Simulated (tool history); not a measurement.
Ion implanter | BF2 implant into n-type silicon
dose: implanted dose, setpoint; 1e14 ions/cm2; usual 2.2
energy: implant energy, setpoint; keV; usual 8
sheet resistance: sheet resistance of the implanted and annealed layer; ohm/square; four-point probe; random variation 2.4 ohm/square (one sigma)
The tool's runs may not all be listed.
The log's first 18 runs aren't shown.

run,hour,dose,energy,wafers since the last listed run,hours since the last dose calibration,hours since the extraction supply was calibrated,hours since the gauge calibration,"read-back reference wafer on the same gauge, sheet resistance",sheet resistance
19,1295.7,2.2,8,914,54.2,2103,539.3,474.33,566.39
# hour 1339.5: extraction supply calibrated
20,1341.9,2.47,9,650,100.4,2.4,585.5,473.77,496.05
21,1390.9,2.79,7,834,149.4,51.4,634.5,473.91,509.06
22,1433.3,2.83,6.5,721,191.8,93.8,676.9,474.09,519.49
23,1503.1,2.83,6,1188,261.6,163.6,746.7,474.11,536.46
24,1553.4,2.46,6,856,311.9,213.9,797,473.45,583.3
25,1641.2,2.42,9.5,1494,399.7,301.7,884.8,474.4,498.56
26,1702.9,2.2,8,1050,461.4,363.4,946.5,473.5,561.86
27,1783.4,2.83,8,1370,541.9,443.9,1027,473.92,477.78
28,1819.8,2.51,5.5,619,578.3,480.3,1063.4,473.9,597.93
29,1883.3,1.64,9,1081,641.8,543.8,1126.9,473.93,676.83
30,1951.2,2.73,8,1156,709.7,611.7,1194.8,473.67,488.89
31,2248,1.62,8,5053,1006.5,908.5,1491.6,474.13,701.98
32,2330.1,2.5,7,1397,1088.6,990.6,1573.7,473.59,543.54
33,2370.8,2.46,5.5,692,1129.3,1031.3,1614.4,474.16,604.75
34,2422.8,2.78,8,885,1181.3,1083.3,1666.4,474.04,486.29
35,2514.9,2.2,8,1568,1273.4,1175.4,1758.5,474.68,563.44
36,2583.5,2.2,8,1167,1342,1244,1827.1,473.81,566.23

Forecast each of these 5 alternatives for the next run:
A,2583.9,2.2,8,6,1342.4,1244.4,1827.5,?,?
B,2583.9,2.38,8,6,1342.4,1244.4,1827.5,?,?
C,2583.9,2.63,10.5,6,1342.4,1244.4,1827.5,?,?
D,2583.9,2.62,5.5,6,1342.4,1244.4,1827.5,?,?
E,2583.9,1.58,8,6,1342.4,1244.4,1827.5,?,?

run,"read-back reference wafer on the same gauge, sheet resistance",sheet resistance
A,473.94,563.64
B,473.94,534.55
C,473.94,458.33
D,473.94,582.42
E,473.94,714.85
Without the tool's hidden state the same runs would have given:
run,sheet resistance
A,563.64
B,534.55
C,458.33
D,582.42
E,714.85
